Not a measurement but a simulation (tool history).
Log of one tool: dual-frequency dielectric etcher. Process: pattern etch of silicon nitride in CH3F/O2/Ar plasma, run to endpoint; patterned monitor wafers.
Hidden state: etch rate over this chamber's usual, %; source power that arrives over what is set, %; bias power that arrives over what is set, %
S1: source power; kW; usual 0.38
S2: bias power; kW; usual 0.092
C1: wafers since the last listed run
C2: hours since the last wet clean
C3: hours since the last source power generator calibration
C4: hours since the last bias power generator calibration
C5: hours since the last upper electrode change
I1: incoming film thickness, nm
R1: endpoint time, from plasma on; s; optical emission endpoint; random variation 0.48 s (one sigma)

{"run": 1, "hour": 0.0, "S1": 0.38, "S2": 0.108, "C1": 0, "C2": 11.2, "C3": 1313, "C4": 3672.1, "C5": 2496.3, "I1": 40.99, "R1": 56.4}
{"run": 2, "hour": 60.0, "S1": 0.38, "S2": 0.108, "C1": 490, "C2": 71.2, "C3": 1373, "C4": 3732.1, "C5": 2556.3, "I1": 40.85, "R1": 54.6}
{"run": 3, "hour": 128.8, "S1": 0.38, "S2": 0.11, "C1": 562, "C2": 140, "C3": 1441.8, "C4": 3800.9, "C5": 2625.1, "I1": 41.14, "R1": 55.9}
{"run": 4, "hour": 188.6, "S1": 0.38, "S2": 0.11, "C1": 488, "C2": 199.8, "C3": 1501.6, "C4": 3860.7, "C5": 2684.9, "I1": 41.31, "R1": 55.2}
{"run": 5, "hour": 238.0, "S1": 0.38, "S2": 0.092, "C1": 403, "C2": 249.2, "C3": 1551, "C4": 3910.1, "C5": 2734.3, "I1": 40.86, "R1": 60.9}
{"run": 6, "hour": 335.1, "S1": 0.38, "S2": 0.092, "C1": 793, "C2": 346.3, "C3": 1648.1, "C4": 4007.2, "C5": 2831.4, "I1": 41, "R1": 60.4}
{"hour": 384.6, "done": "wet clean of the chamber"}
{"run": 7, "hour": 435.2, "S1": 0.38, "S2": 0.092, "C1": 621, "C2": 50.6, "C3": 1748.2, "C4": 4107.3, "C5": 2931.5, "I1": 41.24, "R1": 60.5}
{"hour": 453.1, "done": "source power generator calibrated"}
{"run": 8, "hour": 479.9, "S1": 0.38, "S2": 0.092, "C1": 332, "C2": 95.3, "C3": 26.8, "C4": 4152, "C5": 2976.2, "I1": 41.16, "R1": 60.7}
{"hour": 541.7, "done": "upper electrode replaced"}
{"run": 9, "hour": 554.4, "S1": 0.47, "S2": 0.072, "C1": 412, "C2": 169.8, "C3": 101.3, "C4": 4226.5, "C5": 12.7, "I1": 41.11, "R1": 64.4}
{"hour": 670.4, "done": "bias power generator calibrated"}
{"run": 10, "hour": 713.4, "S1": 0.34, "S2": 0.092, "C1": 1266, "C2": 328.8, "C3": 260.3, "C4": 43, "C5": 171.7, "I1": 41.31, "R1": 63.5}
{"hour": 748.4, "done": "wet clean of the chamber"}
{"run": 11, "hour": 793.3, "S1": 0.29, "S2": 0.074, "C1": 456, "C2": 44.9, "C3": 340.2, "C4": 122.9, "C5": 251.6, "I1": 41.14, "R1": 77.5}
{"run": 12, "hour": 890.6, "S1": 0.38, "S2": 0.092, "C1": 795, "C2": 142.2, "C3": 437.5, "C4": 220.2, "C5": 348.9, "I1": 40.74, "R1": 59.9}
{"run": 13, "hour": 982.5, "S1": 0.29, "S2": 0.114, "C1": 750, "C2": 234.1, "C3": 529.4, "C4": 312.1, "C5": 440.8, "I1": 41.05, "R1": 60.1}
{"run": 14, "hour": 1052.5, "S1": 0.38, "S2": 0.108, "C1": 571, "C2": 304.1, "C3": 599.4, "C4": 382.1, "C5": 510.8, "I1": 40.73, "R1": 55.1}

Forecast run 15:
{"hour": 1104.5, "done": "wet clean of the chamber"}
{"run": 15, "hour": 1137.1, "S1": 0.33, "S2": 0.098, "C1": 495, "C2": 32.6, "C3": 684, "C4": 466.7, "C5": 595.4, "I1": 40.47, "R1": "?"}

R1: 61.2 s
Without the tool's hidden state the same run would have given R1 61.2 s.

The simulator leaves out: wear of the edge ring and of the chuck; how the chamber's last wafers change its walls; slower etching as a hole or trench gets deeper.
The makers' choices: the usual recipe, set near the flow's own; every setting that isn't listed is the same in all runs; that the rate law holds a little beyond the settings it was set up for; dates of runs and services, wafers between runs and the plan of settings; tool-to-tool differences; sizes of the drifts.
